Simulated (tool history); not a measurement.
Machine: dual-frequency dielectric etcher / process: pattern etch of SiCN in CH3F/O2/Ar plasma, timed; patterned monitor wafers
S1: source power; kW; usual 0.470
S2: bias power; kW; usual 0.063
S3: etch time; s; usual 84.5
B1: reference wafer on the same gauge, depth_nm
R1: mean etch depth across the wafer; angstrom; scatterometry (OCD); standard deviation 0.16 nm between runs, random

run 1 day=0.000 | S1=0.470 S2=0.063 S3=84.5 | B1=35.32 | R1=294.6
run 2 day=1.612 | S1=0.470 S2=0.063 S3=84.5 | B1=35.31 | R1=292.7
run 3 day=4.096 | S1=0.470 S2=0.063 S3=84.5 | B1=35.31 | R1=292.9
-- day=5.083 gauge calibrated
run 4 day=5.596 | S1=0.510 S2=0.063 S3=84.5 | B1=35.28 | R1=303.0
run 5 day=7.196 | S1=0.510 S2=0.063 S3=84.5 | B1=35.36 | R1=299.1
run 6 day=10.775 | S1=0.380 S2=0.063 S3=65.0 | B1=35.29 | R1=202.6
run 7 day=13.500 | S1=0.470 S2=0.055 S3=84.5 | B1=35.29 | R1=278.9
-- day=13.871 source power generator calibrated
-- day=15.283 wet clean of the chamber
run 8 day=17.371 | S1=0.470 S2=0.055 S3=84.5 | B1=35.31 | R1=283.0
run 9 day=20.538 | S1=0.470 S2=0.063 S3=84.5 | B1=35.25 | R1=297.6
run 10 day=23.662 | S1=0.370 S2=0.063 S3=97.0 | B1=35.34 | R1=299.9
run 11 day=32.804 | S1=0.350 S2=0.069 S3=66.5 | B1=35.30 | R1=209.2
run 12 day=37.088 | S1=0.510 S2=0.063 S3=103.5 | B1=35.29 | R1=377.8
run 13 day=40.129 | S1=0.470 S2=0.078 S3=74.5 | B1=35.27 | R1=282.7
-- day=41.371 wet clean of the chamber
-- day=42.192 upper electrode replaced
run 14 day=44.358 | S1=0.470 S2=0.063 S3=84.5 | B1=35.34 | R1=297.6
-- day=46.662 bias power generator calibrated
run 15 day=48.708 | S1=0.540 S2=0.063 S3=78.0 | B1=35.35 | R1=289.8
run 16 day=50.967 | S1=0.470 S2=0.063 S3=84.5 | B1=35.27 | R1=295.1
run 17 day=54.525 | S1=0.470 S2=0.063 S3=84.5 | B1=35.34 | R1=297.5
run 18 day=56.150 | S1=0.390 S2=0.063 S3=84.5 | B1=35.26 | R1=272.1
run 19 day=57.683 | S1=0.360 S2=0.063 S3=84.5 | B1=35.29 | R1=260.6
run 20 day=60.675 | S1=0.470 S2=0.050 S3=92.0 | B1=35.34 | R1=296.7
-- day=63.217 wet clean of the chamber
run 21 day=63.954 | S1=0.430 S2=0.063 S3=92.0 | B1=35.32 | R1=304.5
run 22 day=67.071 | S1=0.580 S2=0.056 S3=68.5 | B1=35.32 | R1=254.1

Run 23 has not been measured yet. What should we expect?
run 23 day=70.700 | S1=0.470 S2=0.050 S3=70.0 | B1=? | R1=?

B1: 35.30
R1: 223.5 angstrom
Had the tool carried no hidden state, the very same run would have given R1 226.6 angstrom.
